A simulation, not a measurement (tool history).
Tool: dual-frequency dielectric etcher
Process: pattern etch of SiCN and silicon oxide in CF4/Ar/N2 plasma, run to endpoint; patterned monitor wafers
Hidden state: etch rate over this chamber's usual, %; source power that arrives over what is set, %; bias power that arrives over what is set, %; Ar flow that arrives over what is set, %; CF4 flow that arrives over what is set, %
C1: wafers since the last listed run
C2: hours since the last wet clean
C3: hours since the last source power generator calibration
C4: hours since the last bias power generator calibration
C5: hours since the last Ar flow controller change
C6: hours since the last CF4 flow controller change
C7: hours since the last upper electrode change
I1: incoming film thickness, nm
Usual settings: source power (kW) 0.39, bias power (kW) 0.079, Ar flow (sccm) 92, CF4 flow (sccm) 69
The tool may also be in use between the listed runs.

run 1 day=0 | source_power_(kW)=0.45 bias_power_(kW)=0.09 Ar_flow_(sccm)=92 CF4_flow_(sccm)=69 | C1=0 C2=461.1 C3=4624.4 C4=3450.4 C5=37.8 C6=1488.8 C7=3654.6 | I1=16.21 | endpoint_time_(s)=17.9
-- day=3.279 wet clean of the chamber
run 2 day=3.408 | source_power_(kW)=0.39 bias_power_(kW)=0.079 Ar_flow_(sccm)=92 CF4_flow_(sccm)=69 | C1=839 C2=3.1 C3=4706.2 C4=3532.2 C5=119.6 C6=1570.6 C7=3736.4 | I1=16.38 | endpoint_time_(s)=21.4
run 3 day=5.842 | source_power_(kW)=0.39 bias_power_(kW)=0.079 Ar_flow_(sccm)=92 CF4_flow_(sccm)=56 | C1=848 C2=61.5 C3=4764.6 C4=3590.6 C5=178 C6=1629 C7=3794.8 | I1=16.23 | endpoint_time_(s)=21.3
-- day=6.462 source power generator calibrated
run 4 day=8.25 | source_power_(kW)=0.39 bias_power_(kW)=0.079 Ar_flow_(sccm)=92 CF4_flow_(sccm)=56 | C1=781 C2=119.3 C3=42.9 C4=3648.4 C5=235.8 C6=1686.8 C7=3852.6 | I1=16.45 | endpoint_time_(s)=21
run 5 day=12.158 | source_power_(kW)=0.39 bias_power_(kW)=0.079 Ar_flow_(sccm)=92 CF4_flow_(sccm)=56 | C1=1363 C2=213.1 C3=136.7 C4=3742.2 C5=329.6 C6=1780.6 C7=3946.4 | I1=16.18 | endpoint_time_(s)=20.8
run 6 day=15.238 | source_power_(kW)=0.39 bias_power_(kW)=0.091 Ar_flow_(sccm)=77 CF4_flow_(sccm)=69 | C1=1073 C2=287 C3=210.6 C4=3816.1 C5=403.5 C6=1854.5 C7=4020.3 | I1=16.2 | endpoint_time_(s)=18.4
run 7 day=18.95 | source_power_(kW)=0.39 bias_power_(kW)=0.079 Ar_flow_(sccm)=92 CF4_flow_(sccm)=69 | C1=1294 C2=376.1 C3=299.7 C4=3905.2 C5=492.6 C6=1943.6 C7=4109.4 | I1=16.27 | endpoint_time_(s)=20.3
run 8 day=20.762 | source_power_(kW)=0.39 bias_power_(kW)=0.079 Ar_flow_(sccm)=79 CF4_flow_(sccm)=83 | C1=632 C2=419.6 C3=343.2 C4=3948.7 C5=536.1 C6=1987.1 C7=4152.9 | I1=16.22 | endpoint_time_(s)=19.5
run 9 day=22.896 | source_power_(kW)=0.33 bias_power_(kW)=0.092 Ar_flow_(sccm)=92 CF4_flow_(sccm)=74 | C1=744 C2=470.8 C3=394.4 C4=3999.9 C5=587.3 C6=2038.3 C7=4204.1 | I1=16.23 | endpoint_time_(s)=22
run 10 day=25.988 | source_power_(kW)=0.47 bias_power_(kW)=0.079 Ar_flow_(sccm)=92 CF4_flow_(sccm)=69 | C1=1078 C2=545 C3=468.6 C4=4074.1 C5=661.5 C6=2112.5 C7=4278.3 | I1=16.35 | endpoint_time_(s)=17.7
-- day=27.946 wet clean of the chamber
run 11 day=27.967 | source_power_(kW)=0.39 bias_power_(kW)=0.079 Ar_flow_(sccm)=92 CF4_flow_(sccm)=54 | C1=341 C2=0.5 C3=516.1 C4=4121.6 C5=709 C6=2160 C7=4325.8 | I1=16.36 | endpoint_time_(s)=21.3
run 12 day=30.517 | source_power_(kW)=0.39 bias_power_(kW)=0.079 Ar_flow_(sccm)=99 CF4_flow_(sccm)=52 | C1=889 C2=61.7 C3=577.3 C4=4182.8 C5=770.2 C6=2221.2 C7=4387 | I1=16.23 | endpoint_time_(s)=21.6
-- day=31.046 bias power generator calibrated
run 13 day=34.288 | source_power_(kW)=0.31 bias_power_(kW)=0.068 Ar_flow_(sccm)=84 CF4_flow_(sccm)=69 | C1=1257 C2=152.2 C3=667.8 C4=77.8 C5=860.7 C6=2311.7 C7=4477.5 | I1=16.16 | endpoint_time_(s)=25.1
-- day=36.267 CF4 flow controller replaced
run 14 day=37.279 | source_power_(kW)=0.39 bias_power_(kW)=0.079 Ar_flow_(sccm)=92 CF4_flow_(sccm)=69 | C1=956 C2=224 C3=739.6 C4=149.6 C5=932.5 C6=24.3 C7=4549.3 | I1=16.12 | endpoint_time_(s)=20.3
run 15 day=40.508 | source_power_(kW)=0.39 bias_power_(kW)=0.079 Ar_flow_(sccm)=98 CF4_flow_(sccm)=69 | C1=1126 C2=301.5 C3=817.1 C4=227.1 C5=1010 C6=101.8 C7=4626.8 | I1=16.2 | endpoint_time_(s)=20.9
-- day=47.629 upper electrode replaced
-- day=49.775 wet clean of the chamber
run 16 day=49.796 | source_power_(kW)=0.39 bias_power_(kW)=0.079 Ar_flow_(sccm)=79 CF4_flow_(sccm)=83 | C1=2541 C2=0.5 C3=1040 C4=450 C5=1232.9 C6=324.7 C7=52 | I1=16.14 | endpoint_time_(s)=19.4
run 17 day=51.596 | source_power_(kW)=0.33 bias_power_(kW)=0.079 Ar_flow_(sccm)=92 CF4_flow_(sccm)=69 | C1=627 C2=43.7 C3=1083.2 C4=493.2 C5=1276.1 C6=367.9 C7=95.2 | I1=16.2 | endpoint_time_(s)=23.7
run 18 day=53.879 | source_power_(kW)=0.46 bias_power_(kW)=0.094 Ar_flow_(sccm)=72 CF4_flow_(sccm)=64 | C1=796 C2=98.5 C3=1138 C4=548 C5=1330.9 C6=422.7 C7=150 | I1=16.29 | endpoint_time_(s)=16.1
run 19 day=58.017 | source_power_(kW)=0.34 bias_power_(kW)=0.097 Ar_flow_(sccm)=92 CF4_flow_(sccm)=82 | C1=1443 C2=197.8 C3=1237.3 C4=647.3 C5=1430.2 C6=522 C7=249.3 | I1=16.15 | endpoint_time_(s)=21
run 20 day=60.146 | source_power_(kW)=0.48 bias_power_(kW)=0.071 Ar_flow_(sccm)=92 CF4_flow_(sccm)=69 | C1=742 C2=248.9 C3=1288.4 C4=698.4 C5=1481.3 C6=573.1 C7=300.4 | I1=16.16 | endpoint_time_(s)=17.8
run 21 day=64.562 | source_power_(kW)=0.39 bias_power_(kW)=0.079 Ar_flow_(sccm)=92 CF4_flow_(sccm)=56 | C1=1540 C2=354.9 C3=1394.4 C4=804.4 C5=1587.3 C6=679.1 C7=406.4 | I1=16.12 | endpoint_time_(s)=21.1
run 22 day=67.146 | source_power_(kW)=0.44 bias_power_(kW)=0.063 Ar_flow_(sccm)=75 CF4_flow_(sccm)=56 | C1=900 C2=416.9 C3=1456.4 C4=866.4 C5=1649.3 C6=741.1 C7=468.4 | I1=16.29 | endpoint_time_(s)=19.6
run 23 day=69.267 | source_power_(kW)=0.39 bias_power_(kW)=0.079 Ar_flow_(sccm)=92 CF4_flow_(sccm)=56 | C1=739 C2=467.8 C3=1507.3 C4=917.3 C5=1700.2 C6=792 C7=519.3 | I1=16.39 | endpoint_time_(s)=21.5
-- day=72.658 wet clean of the chamber
run 24 day=73.725 | source_power_(kW)=0.39 bias_power_(kW)=0.079 Ar_flow_(sccm)=92 CF4_flow_(sccm)=69 | C1=1206 C2=25.6 C3=1614.3 C4=1024.3 C5=1807.2 C6=899 C7=626.3 | I1=16.08 | endpoint_time_(s)=20.5

4 ways to go on from here, each from the tool as it stands after run 24. What would each give?
run A day=73.742 | source_power_(kW)=0.39 bias_power_(kW)=0.079 Ar_flow_(sccm)=92 CF4_flow_(sccm)=65 | C1=5 C2=26 C3=1614.7 C4=1024.7 C5=1807.6 C6=899.4 C7=626.7 | I1=16.31 | endpoint_time_(s)=?
run B day=73.742 | source_power_(kW)=0.36 bias_power_(kW)=0.079 Ar_flow_(sccm)=92 CF4_flow_(sccm)=69 | C1=5 C2=26 C3=1614.7 C4=1024.7 C5=1807.6 C6=899.4 C7=626.7 | I1=16.31 | endpoint_time_(s)=?
run C day=73.742 | source_power_(kW)=0.39 bias_power_(kW)=0.086 Ar_flow_(sccm)=103 CF4_flow_(sccm)=69 | C1=5 C2=26 C3=1614.7 C4=1024.7 C5=1807.6 C6=899.4 C7=626.7 | I1=16.31 | endpoint_time_(s)=?
run D day=73.742 | source_power_(kW)=0.32 bias_power_(kW)=0.085 Ar_flow_(sccm)=92 CF4_flow_(sccm)=69 | C1=5 C2=26 C3=1614.7 C4=1024.7 C5=1807.6 C6=899.4 C7=626.7 | I1=16.31 | endpoint_time_(s)=?

run=A endpoint_time_(s)=20.9
run=B endpoint_time_(s)=22.2
run=C endpoint_time_(s)=20.7
run=D endpoint_time_(s)=23.9
Without the tool's hidden state the same runs would have given:
run=A endpoint_time_(s)=20.3
run=B endpoint_time_(s)=21.6
run=C endpoint_time_(s)=20.2
run=D endpoint_time_(s)=23.3
